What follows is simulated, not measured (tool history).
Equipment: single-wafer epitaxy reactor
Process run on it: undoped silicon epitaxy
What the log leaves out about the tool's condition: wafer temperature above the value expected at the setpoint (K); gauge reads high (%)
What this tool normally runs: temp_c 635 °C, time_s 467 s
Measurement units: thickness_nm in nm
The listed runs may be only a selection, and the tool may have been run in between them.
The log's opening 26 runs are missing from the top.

| run | day | temp_c | time_s | wafers since the last listed run | hours since the last pyrometer calibration | hours since the gauge calibration | read-back reference wafer on the same gauge, thickness_nm | thickness_nm |
|---|---|---|---|---|---|---|---|---|
| 27 | 53.904 | 625 | 389 | 207 | 220.1 | 2036.6 | 58.35 | 34.089 |
| 28 | 56.262 | 643 | 521 | 225 | 276.7 | 2093.2 | 58.348 | 69.416 |
| 29 | 58.65 | 635 | 425 | 228 | 334 | 2150.5 | 58.257 | 47.016 |
| 30 | 60.762 | 620 | 515 | 201 | 384.7 | 2201.2 | 58.334 | 39.724 |
| 31 | 61.862 | 635 | 387 | 105 | 411.1 | 2227.6 | 58.32 | 42.66 |
| 32 | 63.096 | 627 | 440 | 117 | 440.7 | 2257.2 | 58.231 | 40.152 |
| 33 | 65.596 | 635 | 467 | 238 | 500.7 | 2317.2 | 58.322 | 51.386 |
|  | 65.979 | gauge calibrated |
| 34 | 67.642 | 647 | 407 | 195 | 549.8 | 39.9 | 58.209 | 58.782 |
| 35 | 68.962 | 621 | 399 | 126 | 581.5 | 71.6 | 58.246 | 31.561 |
| 36 | 71.546 | 623 | 467 | 246 | 643.5 | 133.6 | 58.269 | 38.318 |
| 37 | 73.079 | 620 | 515 | 146 | 680.3 | 170.4 | 58.199 | 39.449 |
| 38 | 74.246 | 635 | 515 | 111 | 708.3 | 198.4 | 58.299 | 56.596 |
| 39 | 77.004 | 623 | 431 | 263 | 774.5 | 264.6 | 58.322 | 35.607 |
| 40 | 80.638 | 642 | 389 | 347 | 861.7 | 351.8 | 58.293 | 49.802 |
| 41 | 82.308 | 635 | 467 | 159 | 901.8 | 391.9 | 58.249 | 50.967 |
| 42 | 84.279 | 643 | 467 | 188 | 949.1 | 439.2 | 58.359 | 60.774 |
| 43 | 86.967 | 645 | 381 | 256 | 1013.6 | 503.7 | 58.289 | 51.764 |
| 44 | 89.033 | 631 | 419 | 197 | 1063.2 | 553.3 | 58.282 | 41.289 |

Each row is a separate what-if for the run after 44, all from the same tool condition, not one after another. Results?
| A | 89.054 | 635 | 467 | 1 | 1063.7 | 553.8 | ? | ? |
| B | 89.054 | 635 | 511 | 1 | 1063.7 | 553.8 | ? | ? |
| C | 89.054 | 647 | 384 | 1 | 1063.7 | 553.8 | ? | ? |
| D | 89.054 | 641 | 400 | 1 | 1063.7 | 553.8 | ? | ? |
| E | 89.054 | 641 | 519 | 1 | 1063.7 | 553.8 | ? | ? |

| run | read-back reference wafer on the same gauge, thickness_nm | thickness_nm |
|---|---|---|
| A | 58.383 | 50.407 |
| B | 58.383 | 55.156 |
| C | 58.383 | 54.532 |
| D | 58.383 | 49.569 |
| E | 58.383 | 64.316 |
Take away the tool's hidden state, keep each run's random variation, and the runs would have read:
| run | thickness_nm |
|---|---|
| A | 51.814 |
| B | 56.696 |
| C | 56.013 |
| D | 50.934 |
| E | 66.086 |
